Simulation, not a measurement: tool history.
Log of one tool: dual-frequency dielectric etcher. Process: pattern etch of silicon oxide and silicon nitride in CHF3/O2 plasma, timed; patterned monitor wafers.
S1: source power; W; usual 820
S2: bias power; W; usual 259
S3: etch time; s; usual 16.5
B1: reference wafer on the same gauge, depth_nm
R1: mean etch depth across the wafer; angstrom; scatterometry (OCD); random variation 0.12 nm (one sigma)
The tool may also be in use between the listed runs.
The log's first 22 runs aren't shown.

run,hour,S1,S2,S3,B1,R1
# hour 1935.7: wet clean of the chamber
23,1936.2,820,259,16.5,33.45,324.4
24,2018.9,820,259,16.5,33.51,325.8
25,2115.3,820,259,16.5,33.53,325.8
26,2184.7,680,321,20.5,33.48,406.8
27,2225.2,1000,259,12.0,33.51,253.5
28,2268.1,950,218,21.0,33.53,411.6
29,2336.1,700,259,21.0,33.46,388.5
30,2423.1,870,282,16.5,33.49,341.4

Forecast each of these 3 alternatives for the next run:
A,2423.5,1010,259,16.5,?,?
B,2423.5,1000,259,13.5,?,?
C,2423.5,820,316,15.0,?,?

run,B1,R1
A,33.51,348.2
B,33.51,283.9
C,33.51,314.8
Without the tool's hidden state the same runs would have given:
run,R1
A,348.2
B,283.9
C,314.8

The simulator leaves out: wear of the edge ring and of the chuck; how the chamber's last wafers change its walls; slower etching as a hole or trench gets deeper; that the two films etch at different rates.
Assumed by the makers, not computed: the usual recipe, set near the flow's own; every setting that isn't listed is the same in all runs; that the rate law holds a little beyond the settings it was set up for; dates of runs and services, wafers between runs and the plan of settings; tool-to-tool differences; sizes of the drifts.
